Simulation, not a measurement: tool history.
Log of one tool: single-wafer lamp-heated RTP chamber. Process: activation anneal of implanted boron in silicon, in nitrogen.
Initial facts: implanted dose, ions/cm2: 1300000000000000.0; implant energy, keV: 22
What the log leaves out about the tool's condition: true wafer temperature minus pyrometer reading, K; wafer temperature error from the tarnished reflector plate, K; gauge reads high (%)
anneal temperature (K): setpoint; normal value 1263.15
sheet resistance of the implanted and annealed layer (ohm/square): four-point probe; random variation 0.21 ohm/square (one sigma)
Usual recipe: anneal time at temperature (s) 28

run,hour,anneal temperature (K),anneal time at temperature (s),wafers since the last listed run,wafers since the last pyrometer calibration,wafers since the reflector plate was cleaned,hours since the gauge calibration,"read-back reference wafer on the same gauge, sheet resistance",sheet resistance of the implanted and annealed layer (ohm/square)
1,0.0,1263.15,28,0,3729,1623,404.4,113.57,99.60
# hour 27.3: gauge calibrated
2,32.3,1263.15,28,444,4173,2068,5.0,111.84,98.35
3,51.5,1263.15,28,264,4438,2332,24.2,111.99,98.88
4,81.0,1239.15,28,406,4844,2739,53.7,112.04,113.19
# hour 118.3: pyrometer window cleaned and pyrometer calibrated
5,177.0,1239.15,28,1212,808,3951,149.7,112.43,113.35
6,200.1,1239.15,28,318,1126,4269,172.8,112.76,114.17
7,232.8,1263.15,24,450,1577,4720,205.5,112.76,99.34
8,265.6,1263.15,24,451,2028,5172,238.3,113.02,99.87
9,286.2,1263.15,28,283,2312,5455,258.9,113.10,99.61
10,313.2,1263.15,28,371,2684,5827,285.9,113.09,99.83
11,342.9,1263.15,28,409,3093,6236,315.6,113.27,99.72
12,358.1,1263.15,28,209,3303,6446,330.8,113.29,100.14
# hour 369.0: reflector plate cleaned
13,377.4,1263.15,28,155,3458,115,350.1,113.53,100.01
14,401.8,1263.15,28,336,3794,451,374.5,113.65,100.13
# hour 414.0: gauge calibrated
15,432.3,1263.15,33,420,4215,872,18.3,111.83,97.77
16,459.3,1236.15,35,371,4587,1244,45.3,111.90,113.46
# hour 491.7: pyrometer window cleaned and pyrometer calibrated
17,494.1,1263.15,28,369,32,1613,80.1,112.15,98.76
18,518.6,1288.15,28,337,370,1950,104.6,112.29,92.82
19,553.2,1292.15,14,476,846,2427,139.2,112.39,93.63
20,572.4,1243.15,28,264,1111,2691,158.4,112.49,110.13
21,661.7,1263.15,16,1230,2341,3922,247.7,112.94,102.00
22,684.2,1255.15,28,309,2651,4231,270.2,113.03,103.37
23,707.5,1263.15,28,320,2972,4552,293.5,113.01,99.65
24,739.5,1263.15,28,440,3413,4993,325.5,113.25,99.76
25,768.4,1263.15,28,398,3811,5391,354.4,113.32,99.81
26,786.4,1236.15,28,247,4059,5639,372.4,113.49,117.69

Here are 4 independent what-if runs from the current tool condition. What would each one return?
A,786.8,1263.15,37,5,4064,5645,372.8,?,?
B,786.8,1286.15,40,5,4064,5645,372.8,?,?
C,786.8,1263.15,21,5,4064,5645,372.8,?,?
D,786.8,1289.15,33,5,4064,5645,372.8,?,?

run,"read-back reference wafer on the same gauge, sheet resistance",sheet resistance of the implanted and annealed layer (ohm/square)
A,113.36,98.56
B,113.36,93.17
C,113.36,100.85
D,113.36,93.12
Take away the tool's hidden state, keep each run's random variation, and the runs would have read:
run,sheet resistance of the implanted and annealed layer (ohm/square)
A,97.12
B,91.81
C,99.38
D,91.76

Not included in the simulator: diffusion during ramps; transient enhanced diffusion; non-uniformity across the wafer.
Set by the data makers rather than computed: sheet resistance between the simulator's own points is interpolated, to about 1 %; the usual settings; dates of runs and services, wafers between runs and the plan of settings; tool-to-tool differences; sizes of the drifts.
